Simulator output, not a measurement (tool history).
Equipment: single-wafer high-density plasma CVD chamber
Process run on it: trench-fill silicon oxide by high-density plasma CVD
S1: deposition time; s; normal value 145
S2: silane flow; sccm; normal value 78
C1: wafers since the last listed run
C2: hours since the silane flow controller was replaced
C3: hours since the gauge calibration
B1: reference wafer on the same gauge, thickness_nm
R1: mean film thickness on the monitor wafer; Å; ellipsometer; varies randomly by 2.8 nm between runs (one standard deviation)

run,day,S1,S2,C1,C2,C3,B1,R1
1,0,166,78,0,3792.7,155.8,1240.542,13589.89
2,4.362,166,78,694,3897.4,260.5,1240.173,13593.56
3,5.858,166,78,238,3933.3,296.4,1240.104,13652.38
4,7.292,145,78,228,3967.7,330.8,1239.619,11879.13
5,8.412,145,78,178,3994.6,357.7,1240.317,11964.95
6,9.188,145,78,123,4013.2,376.3,1239.568,11893.8
7,9.967,145,78,124,4031.9,395,1240.577,11921.79
8,11.558,166,86,253,4070.1,433.2,1239.461,15071.58
9,12.504,166,86,150,4092.8,455.9,1240.231,15026.53
10,13.25,145,78,118,4110.7,473.8,1240.877,11916.48
11,14.208,145,78,152,4133.7,496.8,1239.612,11946.09
# day 14.862: gauge calibrated
12,14.888,145,70,108,4150,0.6,1239.758,10756.94
13,16.229,145,70,213,4182.2,32.8,1240.233,10785.44
14,16.838,145,70,96,4196.8,47.4,1239.787,10761.99
15,17.338,145,78,79,4208.8,59.4,1240.037,11986.35
16,18.808,145,72,234,4244.1,94.7,1239.827,11107.47
17,19.654,165,70,134,4264.4,115,1239.86,12241.57
18,20.433,127,86,124,4283.1,133.7,1240.048,11605.18
19,21.254,125,78,130,4302.8,153.4,1240.182,10360.52
20,22.204,145,78,151,4325.6,176.2,1240.311,12096.75
21,23.392,135,78,189,4354.1,204.7,1240.695,11230.16
22,24.362,125,73,154,4377.4,228,1239.832,9711.34
23,25.383,158,91,162,4401.9,252.5,1239.566,15272.03
# day 25.738: silane flow controller replaced
24,26.021,118,93,48,6.8,267.8,1239.123,11089.51
25,27.042,118,78,162,31.3,292.3,1240.424,9263.8
26,28.108,124,66,169,56.9,317.9,1239.76,8246.62
27,29.162,132,63,167,82.2,343.2,1239.711,8394.76
28,30.392,145,78,195,111.7,372.7,1240.448,11438.55
29,30.912,136,89,82,124.2,385.2,1240.529,12173.48
30,31.446,117,85,84,137,398,1240.131,10074.21
# day 31.95: gauge calibrated
31,32.4,145,78,151,159.9,10.8,1239.451,11442.76
32,34.85,163,78,389,218.7,69.6,1239.888,12826.31
33,35.983,165,87,180,245.9,96.8,1239.779,14499.25

Exercise: give the hidden state of the tool at every run:
gauge reads high (%): 0 at every run
H1: delivered silane flow above the setpoint (%)
run,H1
1,4.4
2,4.68
3,4.78
4,4.87
5,4.95
6,5
7,5.05
8,5.16
9,5.23
10,5.28
11,5.35
12,5.39
13,5.49
14,5.53
15,5.57
16,5.67
17,5.73
18,5.79
19,5.85
20,5.92
21,6
22,6.07
23,6.15
24,0.651
25,0.651
26,0.652
27,0.653
28,0.655
29,0.656
30,0.657
31,0.659
32,0.667
33,0.672
